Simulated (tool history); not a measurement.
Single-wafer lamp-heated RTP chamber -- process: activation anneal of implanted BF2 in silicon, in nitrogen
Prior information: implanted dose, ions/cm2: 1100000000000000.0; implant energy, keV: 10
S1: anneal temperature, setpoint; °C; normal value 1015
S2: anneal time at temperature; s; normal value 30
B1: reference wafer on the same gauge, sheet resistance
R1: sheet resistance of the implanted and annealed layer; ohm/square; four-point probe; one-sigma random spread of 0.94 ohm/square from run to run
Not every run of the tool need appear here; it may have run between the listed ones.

Run 1, day 0: usual settings; B1 180.27. Result: R1 188.79 ohm/square.
Run 2, day 0.338: usual settings; B1 180.06. Result: R1 189.97 ohm/square.
Run 3, day 0.629: usual settings; B1 179.9. Result: R1 188.77 ohm/square.
Run 4, day 1.238: usual settings but S2 24 s; B1 180.16. Result: R1 198.81 ohm/square.
Run 5, day 1.917: usual settings but S2 24 s; B1 180.26. Result: R1 199.84 ohm/square.
Run 6, day 2.421: usual settings but S2 24 s; B1 179.87. Result: R1 197.33 ohm/square.
At day 2.746: gauge calibrated.
Run 7, day 3.096: usual settings but S1 1029 °C; B1 180.26. Result: R1 172.95 ohm/square.
At day 3.608: pyrometer window cleaned and pyrometer calibrated.
Run 8, day 3.629: usual settings but S1 1029 °C; B1 179.86. Result: R1 172.35 ohm/square.
Run 9, day 3.9: usual settings but S1 1029 °C; B1 179.75. Result: R1 171.5 ohm/square.
Run 10, day 4.321: usual settings; B1 179.86. Result: R1 182.2 ohm/square.
Run 11, day 4.95: usual settings; B1 179.82. Result: R1 182.19 ohm/square.
At day 5.667: pyrometer window cleaned and pyrometer calibrated, repeated, since the last time left the tool worse.
At day 5.904: reflector plate cleaned.
Run 12, day 5.925: usual settings but S1 1005 °C, S2 25 s; B1 180.48. Result: R1 221.46 ohm/square.
Run 13, day 5.938: usual settings but S1 1040 °C, S2 37 s; B1 180.19. Result: R1 162.62 ohm/square.
Run 14, day 6.333: usual settings but S1 1004 °C, S2 22 s; B1 180.3. Result: R1 230.51 ohm/square.
Run 15, day 6.883: usual settings but S1 1035 °C, S2 25 s; B1 180.08. Result: R1 174.65 ohm/square.
Run 16, day 7.579: usual settings; B1 179.95. Result: R1 190.27 ohm/square.
At day 7.717: gauge calibrated.
Run 17, day 8.612: usual settings but S1 999 °C, S2 17 s; B1 179.97. Result: R1 256.04 ohm/square.
Run 18, day 9.088: usual settings but S1 1000 °C, S2 13 s; B1 179.79. Result: R1 267.28 ohm/square.
Run 19, day 9.525: usual settings but S1 1006 °C, S2 20 s; B1 180.26. Result: R1 226.04 ohm/square.
Run 20, day 10.012: usual settings; B1 180.3. Result: R1 189.31 ohm/square.

Consider 4 possible next runs. They are alternatives, not a sequence: every one starts from the tool as it was left by run 20. What does each give?
Run A, day 10.029: usual settings but S2 35 s; B1 ?. Result: R1 ?.
Run B, day 10.029: usual settings but S1 1035 °C, S2 19 s; B1 ?. Result: R1 ?.
Run C, day 10.029: usual settings but S2 12 s; B1 ?. Result: R1 ?.
Run D, day 10.029: usual settings but S1 1029 °C, S2 42 s; B1 ?. Result: R1 ?.

run      B1      R1
  A  179.96  182.07
  B  179.96   183.6
  C  179.96  239.37
  D  179.96  163.83
Without the tool's hidden state the same runs would have given:
run      R1
  A  186.13
  B  187.02
  C  245.49
  D   165.7

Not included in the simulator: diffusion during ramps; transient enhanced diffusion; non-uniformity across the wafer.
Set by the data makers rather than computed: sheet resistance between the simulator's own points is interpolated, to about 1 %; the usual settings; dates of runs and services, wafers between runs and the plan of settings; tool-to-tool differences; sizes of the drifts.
